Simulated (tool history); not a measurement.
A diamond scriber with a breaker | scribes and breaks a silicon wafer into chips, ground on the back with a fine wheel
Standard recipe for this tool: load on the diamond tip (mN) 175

run,hour,load on the diamond tip (mN),wafers since the last listed run,hours since the diamond tip was replaced,hours since the load on the tip was calibrated,"incoming depth of the damage left on the back of the incoming wafer, um",depth of the median crack under the scribed line (nm),chips rejected at inspection after the break (%)
1,0.0,175,0,863.1,777.0,1.55,8980,1.17
2,59.4,175,209,922.5,836.4,2.60,9060,2.75
3,103.3,197,154,966.4,880.3,2.99,9370,3.12
4,136.6,197,117,999.7,913.6,2.63,9290,2.30
5,199.0,175,220,1062.1,976.0,1.83,8610,1.81
6,239.3,175,142,1102.4,1016.3,1.56,8550,1.48
7,286.4,175,166,1149.5,1063.4,1.84,8330,2.08
8,315.3,175,101,1178.4,1092.3,2.27,8280,3.02
9,370.6,175,195,1233.7,1147.6,2.24,8610,2.99
# hour 373.4: diamond tip replaced by a new one, of another model than before
# hour 400.7: load on the tip recalibrated
10,583.6,175,737,210.2,182.9,1.96,9360,1.31
11,642.0,162,205,268.6,241.3,2.17,8860,1.84
12,718.3,148,269,344.9,317.6,2.58,8340,3.87
13,769.6,123,180,396.2,368.9,2.37,7700,6.01
14,803.3,175,118,429.9,402.6,2.28,9050,1.78
15,827.6,140,85,454.2,426.9,1.83,8450,2.95
16,871.3,205,154,497.9,470.6,2.27,9630,1.90
17,933.2,223,218,559.8,532.5,2.40,10960,2.53
18,963.5,159,106,590.1,562.8,1.58,8520,1.59

Below are 5 alternative next runs, each starting from the tool's condition after run 18. Predict each:
A,964.0,216,1,590.6,563.3,2.17,?,?
B,964.0,189,1,590.6,563.3,2.17,?,?
C,964.0,207,1,590.6,563.3,2.17,?,?
D,964.0,128,1,590.6,563.3,2.17,?,?
E,964.0,220,1,590.6,563.3,2.17,?,?

run,depth of the median crack under the scribed line (nm),chips rejected at inspection after the break (%)
A,10250,2.08
B,9520,1.57
C,10010,1.81
D,7770,5.41
E,10350,2.23
Without the tool's unlogged condition, the same runs would have read:
run,depth of the median crack under the scribed line (nm),chips rejected at inspection after the break (%)
A,10510,2.49
B,9760,1.64
C,10260,2.11
D,7960,4.53
E,10610,2.69

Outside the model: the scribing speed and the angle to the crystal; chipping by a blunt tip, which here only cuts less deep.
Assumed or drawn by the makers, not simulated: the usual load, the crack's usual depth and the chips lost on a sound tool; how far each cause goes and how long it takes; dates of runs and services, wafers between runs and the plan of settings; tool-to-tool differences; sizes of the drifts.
